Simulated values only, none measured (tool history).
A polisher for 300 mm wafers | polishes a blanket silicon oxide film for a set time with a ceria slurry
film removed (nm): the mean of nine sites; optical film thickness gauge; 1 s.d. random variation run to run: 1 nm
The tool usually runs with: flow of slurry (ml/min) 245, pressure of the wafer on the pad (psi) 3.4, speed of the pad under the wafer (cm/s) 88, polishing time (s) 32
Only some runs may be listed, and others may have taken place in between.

run    hour  flow of slurry (ml/min)  pressure of the wafer on the pad (psi)  speed of the pad under the wafer (cm/s)  polishing time (s)  wafers since the last listed run  wafers polished on this pad  hours since the slurry nozzle was cleaned  hours since the head pressure was calibrated  incoming thickness of the incoming film, nm  film removed (nm)
  1     0.0                      245                                     3.4                                       88                  32                                 0                         2332                                      261.8                                         168.7                                       1120.5              137.7
  2    86.3                      245                                     3.4                                       88                  32                               650                         2982                                      348.1                                         255.0                                       1120.1              138.1
      120.8  -- worn pad replaced by a new one
  3   175.8                      245                                     3.4                                       88                  32                               644                          414                                      437.6                                         344.5                                       1127.3              138.5
  4   251.1                      245                                     3.4                                       88                  32                               567                          982                                      512.9                                         419.8                                       1105.4              137.4
  5   347.0                      245                                     3.4                                       88                  32                               722                         1704                                      608.8                                         515.7                                       1115.4              137.0
  6   391.2                      270                                     3.4                                       88                  32                               333                         2037                                      653.0                                         559.9                                       1110.9              138.4
      393.6  -- head pressure recalibrated
      461.8  -- slurry nozzle cleaned
  7   474.5                      270                                     3.4                                       88                  32                               604                         2642                                       12.7                                          80.9                                       1110.7              140.0
      480.8  -- worn pad replaced by a new one
  8   575.0                      270                                     3.4                                       88                  32                               727                          709                                      113.2                                         181.4                                       1121.0              138.5
  9   655.1                      245                                     3.4                                       88                  32                               603                         1313                                      193.3                                         261.5                                       1109.6              138.0
 10   734.1                      245                                     3.4                                       88                  32                               595                         1908                                      272.3                                         340.5                                       1126.8              138.6
 11   837.2                      245                                     3.4                                       88                  32                               776                         2685                                      375.4                                         443.6                                       1120.1              137.6
 12   893.8                      290                                     3.4                                       88                  32                               426                         3111                                      432.0                                         500.2                                       1121.7              138.7
      937.0  -- worn pad replaced by a new one, of another model than before
 13   941.8                      300                                     2.9                                       60                  24                               331                           36                                      480.0                                         548.2                                       1120.9               72.1
 14  1032.9                      295                                     3.4                                       88                  36                               686                          722                                      571.1                                         639.3                                       1137.2              153.0
     1044.3  -- head pressure recalibrated
 15  1140.1                      310                                     3.4                                       88                  32                               792                         1515                                      678.3                                          95.8                                       1111.9              136.8
     1214.1  -- slurry nozzle cleaned
 16  1245.9                      245                                     3.0                                       88                  42                               789                         2304                                       31.8                                         201.6                                       1142.0              165.9
     1328.8  -- worn pad replaced by a new one
 17  1329.3                      245                                     3.4                                      106                  39                               598                            3                                      115.2                                         285.0                                       1096.9              193.1
 18  1424.3                      295                                     2.3                                      118                  27                               715                          719                                      210.2                                         380.0                                       1116.1              111.3
 19  1476.7                      245                                     4.4                                       88                  32                               394                         1114                                      262.6                                         432.4                                       1122.4              166.0
 20  1574.6                      245                                     3.4                                       88                  32                               737                         1851                                      360.5                                         530.3                                       1117.1              134.8
     1597.3  -- head pressure recalibrated
     1798.5  -- worn pad replaced by a new one
 21  1856.6                      245                                     3.4                                       88                  32                              2079                          437                                      642.5                                         259.3                                       1128.4              132.7
     1962.7  -- slurry nozzle cleaned
 22  2051.3                      245                                     3.4                                       88                  32                              1459                         1897                                       88.6                                         454.0                                       1118.5              137.3

Per-run results on a tool with no hidden state, each run keeping its own random variation:
What the log doesn't record here: removal rate lost through wear of the pad, %; slurry flow missing at the pad, %; deviation of the head's pressure from its setpoint, %.
run  film removed (nm)
  1              139.0
  2              139.9
  3              140.7
  4              140.1
  5              140.3
  6              141.8
  7              140.5
  8              139.4
  9              139.3
 10              140.3
 11              140.0
 12              141.2
 13               74.6
 14              159.8
 15              144.1
 16              166.7
 17              195.0
 18              112.8
 19              169.4
 20              138.6
 21              140.3
 22              138.1
